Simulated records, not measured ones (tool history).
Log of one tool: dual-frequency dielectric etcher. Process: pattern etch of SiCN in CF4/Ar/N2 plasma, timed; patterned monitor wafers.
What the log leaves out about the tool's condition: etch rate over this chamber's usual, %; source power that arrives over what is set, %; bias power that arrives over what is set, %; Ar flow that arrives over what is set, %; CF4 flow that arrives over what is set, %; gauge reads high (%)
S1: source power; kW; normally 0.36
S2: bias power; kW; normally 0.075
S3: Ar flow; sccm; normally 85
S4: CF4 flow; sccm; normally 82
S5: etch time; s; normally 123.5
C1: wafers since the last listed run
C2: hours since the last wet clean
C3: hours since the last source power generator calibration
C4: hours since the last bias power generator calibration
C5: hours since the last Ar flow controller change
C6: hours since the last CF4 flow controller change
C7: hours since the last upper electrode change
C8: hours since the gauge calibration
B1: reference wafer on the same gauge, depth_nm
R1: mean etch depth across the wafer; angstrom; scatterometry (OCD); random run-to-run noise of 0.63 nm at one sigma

run 1 hour=0 | S1=0.43 S2=0.075 S3=85 S4=82 S5=112.5 | C1=0 C2=371.1 C3=4303.4 C4=2384 C5=5252.7 C6=2428 C7=2372.6 C8=745.8 | B1=86.5 | R1=1034
run 2 hour=68.8 | S1=0.43 S2=0.075 S3=85 S4=82 S5=112.5 | C1=800 C2=439.9 C3=4372.2 C4=2452.8 C5=5321.5 C6=2496.8 C7=2441.4 C8=814.6 | B1=86.3 | R1=1046
-- hour=76.5 CF4 flow controller replaced
run 3 hour=109.6 | S1=0.43 S2=0.075 S3=85 S4=82 S5=123.5 | C1=405 C2=480.7 C3=4413 C4=2493.6 C5=5362.3 C6=33.1 C7=2482.2 C8=855.4 | B1=86.6 | R1=1146
-- hour=132.1 gauge calibrated
-- hour=172.3 wet clean of the chamber
run 4 hour=172.8 | S1=0.36 S2=0.075 S3=85 S4=82 S5=123.5 | C1=456 C2=0.5 C3=4476.2 C4=2556.8 C5=5425.5 C6=96.3 C7=2545.4 C8=40.7 | B1=86.2 | R1=935
run 5 hour=200 | S1=0.36 S2=0.075 S3=85 S4=82 S5=123.5 | C1=316 C2=27.7 C3=4503.4 C4=2584 C5=5452.7 C6=123.5 C7=2572.6 C8=67.9 | B1=86.1 | R1=923
run 6 hour=247 | S1=0.36 S2=0.075 S3=85 S4=82 S5=123.5 | C1=547 C2=74.7 C3=4550.4 C4=2631 C5=5499.7 C6=170.5 C7=2619.6 C8=114.9 | B1=86.6 | R1=933
run 7 hour=304.2 | S1=0.36 S2=0.087 S3=85 S4=82 S5=123.5 | C1=665 C2=131.9 C3=4607.6 C4=2688.2 C5=5556.9 C6=227.7 C7=2676.8 C8=172.1 | B1=86.6 | R1=1015
-- hour=346.2 bias power generator calibrated
run 8 hour=366 | S1=0.36 S2=0.075 S3=85 S4=82 S5=144.5 | C1=672 C2=193.7 C3=4669.4 C4=19.8 C5=5618.7 C6=289.5 C7=2738.6 C8=233.9 | B1=86.3 | R1=1106
-- hour=447.7 upper electrode replaced
run 9 hour=448.2 | S1=0.36 S2=0.059 S3=105 S4=82 S5=123.5 | C1=677 C2=275.9 C3=4751.6 C4=102 C5=5700.9 C6=371.7 C7=0.5 C8=316.1 | B1=86.8 | R1=829
-- hour=465.8 source power generator calibrated
run 10 hour=501.2 | S1=0.34 S2=0.075 S3=91 S4=87 S5=160.5 | C1=570 C2=328.9 C3=35.4 C4=155 C5=5753.9 C6=424.7 C7=53.5 C8=369.1 | B1=86.4 | R1=1196
run 11 hour=565.8 | S1=0.44 S2=0.075 S3=85 S4=82 S5=123.5 | C1=751 C2=393.5 C3=100 C4=219.6 C5=5818.5 C6=489.3 C7=118.1 C8=433.7 | B1=86.5 | R1=1147
run 12 hour=615.9 | S1=0.3 S2=0.087 S3=100 S4=82 S5=123.5 | C1=583 C2=443.6 C3=150.1 C4=269.7 C5=5868.6 C6=539.4 C7=168.2 C8=483.8 | B1=86.8 | R1=882
run 13 hour=660 | S1=0.36 S2=0.075 S3=85 S4=76 S5=123.5 | C1=513 C2=487.7 C3=194.2 C4=313.8 C5=5912.7 C6=583.5 C7=212.3 C8=527.9 | B1=86.4 | R1=954
-- hour=687.4 Ar flow controller replaced
run 14 hour=690 | S1=0.36 S2=0.075 S3=85 S4=82 S5=123.5 | C1=279 C2=517.7 C3=224.2 C4=343.8 C5=2.6 C6=613.5 C7=242.3 C8=557.9 | B1=86.4 | R1=973
-- hour=748.9 wet clean of the chamber
run 15 hour=749.4 | S1=0.3 S2=0.083 S3=85 S4=82 S5=123.5 | C1=412 C2=0.5 C3=283.6 C4=403.2 C5=62 C6=672.9 C7=301.7 C8=617.3 | B1=86.3 | R1=842
run 16 hour=766.4 | S1=0.43 S2=0.075 S3=85 S4=82 S5=112.5 | C1=197 C2=17.5 C3=300.6 C4=420.2 C5=79 C6=689.9 C7=318.7 C8=634.3 | B1=86.5 | R1=999
run 17 hour=838 | S1=0.36 S2=0.075 S3=85 S4=82 S5=123.5 | C1=833 C2=89.1 C3=372.2 C4=491.8 C5=150.6 C6=761.5 C7=390.3 C8=705.9 | B1=86.6 | R1=942
run 18 hour=873.1 | S1=0.36 S2=0.075 S3=85 S4=96 S5=123.5 | C1=408 C2=124.2 C3=407.3 C4=526.9 C5=185.7 C6=796.6 C7=425.4 C8=741 | B1=86.5 | R1=975
run 19 hour=940.1 | S1=0.36 S2=0.075 S3=100 S4=90 S5=123.5 | C1=779 C2=191.2 C3=474.3 C4=593.9 C5=252.7 C6=863.6 C7=492.4 C8=808 | B1=86.5 | R1=953
run 20 hour=965.6 | S1=0.3 S2=0.075 S3=85 S4=82 S5=123.5 | C1=296 C2=216.7 C3=499.8 C4=619.4 C5=278.2 C6=889.1 C7=517.9 C8=833.5 | B1=86.2 | R1=816
run 21 hour=990.6 | S1=0.36 S2=0.075 S3=85 S4=82 S5=123.5 | C1=290 C2=241.7 C3=524.8 C4=644.4 C5=303.2 C6=914.1 C7=542.9 C8=858.5 | B1=86.4 | R1=948
run 22 hour=1042.2 | S1=0.36 S2=0.075 S3=85 S4=82 S5=123.5 | C1=600 C2=293.3 C3=576.4 C4=696 C5=354.8 C6=965.7 C7=594.5 C8=910.1 | B1=86.3 | R1=946

Consider 3 possible next runs. They are alternatives, not a sequence: every one starts from the tool as it was left by run 22. What does each give?
run A hour=1042.7 | S1=0.36 S2=0.075 S3=85 S4=74 S5=123.5 | C1=5 C2=293.8 C3=576.9 C4=696.5 C5=355.3 C6=966.2 C7=595 C8=910.6 | B1=? | R1=?
run B hour=1042.7 | S1=0.28 S2=0.075 S3=85 S4=98 S5=123.5 | C1=5 C2=293.8 C3=576.9 C4=696.5 C5=355.3 C6=966.2 C7=595 C8=910.6 | B1=? | R1=?
run C hour=1042.7 | S1=0.36 S2=0.089 S3=101 S4=71 S5=142 | C1=5 C2=293.8 C3=576.9 C4=696.5 C5=355.3 C6=966.2 C7=595 C8=910.6 | B1=? | R1=?

run=A B1=86.5 R1=929
run=B B1=86.5 R1=779
run=C B1=86.5 R1=1140
With no hidden state in the tool, these same runs would have given:
run=A R1=912
run=B R1=764
run=C R1=1119

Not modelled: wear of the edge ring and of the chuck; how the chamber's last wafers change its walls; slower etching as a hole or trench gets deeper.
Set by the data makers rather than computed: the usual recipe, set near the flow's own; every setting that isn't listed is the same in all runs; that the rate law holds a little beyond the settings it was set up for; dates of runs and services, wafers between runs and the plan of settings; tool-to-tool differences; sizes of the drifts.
